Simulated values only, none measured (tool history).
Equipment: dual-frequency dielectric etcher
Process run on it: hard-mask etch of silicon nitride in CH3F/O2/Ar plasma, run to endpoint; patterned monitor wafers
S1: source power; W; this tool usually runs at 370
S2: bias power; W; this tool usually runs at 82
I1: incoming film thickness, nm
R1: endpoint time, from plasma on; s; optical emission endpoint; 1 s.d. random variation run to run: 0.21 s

run    hour   S1   S2     I1    R1
  1     0.0  370   82  35.84  49.1
  2    89.5  350   82  35.51  51.0
  3   139.5  350   82  36.25  52.0
  4   203.8  350   82  35.74  50.6
  5   273.2  370   82  35.79  49.7
      339.9  -- wet clean of the chamber
  6   363.3  370   82  35.43  49.0
  7   425.3  370   82  36.08  49.8
  8   502.5  370   82  36.10  49.7
  9   597.5  370   82  36.28  50.3
      729.4  -- source power generator calibrated
 10   783.9  370   66  35.45  52.1
      851.8  -- upper electrode replaced
 11   888.0  370   66  35.43  52.0
      981.8  -- wet clean of the chamber
 12   982.3  370   82  35.83  49.6
 13  1013.8  370   82  35.56  49.3
 14  1059.7  370   82  35.55  49.4
 15  1109.2  290   82  35.94  58.5
 16  1161.1  310   82  35.97  55.8
 17  1208.7  370  100  35.92  47.2
 18  1283.9  460   82  35.37  43.5
 19  1381.5  450   82  35.55  43.9
     1430.4  -- bias power generator calibrated
 20  1448.3  320   75  35.92  55.1
 21  1545.3  390   97  35.65  44.9
     1608.8  -- wet clean of the chamber
 22  1717.0  370   82  35.88  49.0
 23  1820.2  340  100  36.07  49.1
 24  1885.0  440   90  35.77  43.2
 25  1923.9  290   73  35.52  59.2
 26  1969.3  340   82  35.93  51.3
 27  2030.9  370   82  35.77  49.1
 28  2077.3  450   82  35.90  43.8
     2164.2  -- wet clean of the chamber
 29  2178.2  320   73  35.72  55.1
 30  2252.5  370   82  35.49  48.6
 31  2316.9  370   82  35.68  49.2
 32  2404.7  370   82  35.82  49.2
 33  2498.9  430   82  35.84  45.1
 34  2547.0  390   97  35.87  45.8
 35  2633.5  290   75  35.83  59.0
 36  2690.6  290   87  35.65  56.2

Hidden state, per run?
etch rate over this chamber's usual, %: 0 on each run
source power that arrives over what is set, %: 0 on each run
H1: bias power that arrives over what is set, %
run       H1
  1    -3.02
  2    -3.18
  3    -3.28
  4     -3.4
  5    -3.53
  6     -3.7
  7    -3.82
  8    -3.96
  9    -4.14
 10    -4.49
 11    -4.69
 12    -4.86
 13    -4.92
 14    -5.01
 15     -5.1
 16     -5.2
 17    -5.29
 18    -5.43
 19    -5.61
 20    0.771
 21    0.588
 22    0.265
 23   0.0713
 24  -0.0506
 25   -0.124
 26   -0.209
 27   -0.325
 28   -0.412
 29   -0.602
 30   -0.742
 31   -0.863
 32    -1.03
 33    -1.21
 34     -1.3
 35    -1.46
 36    -1.57
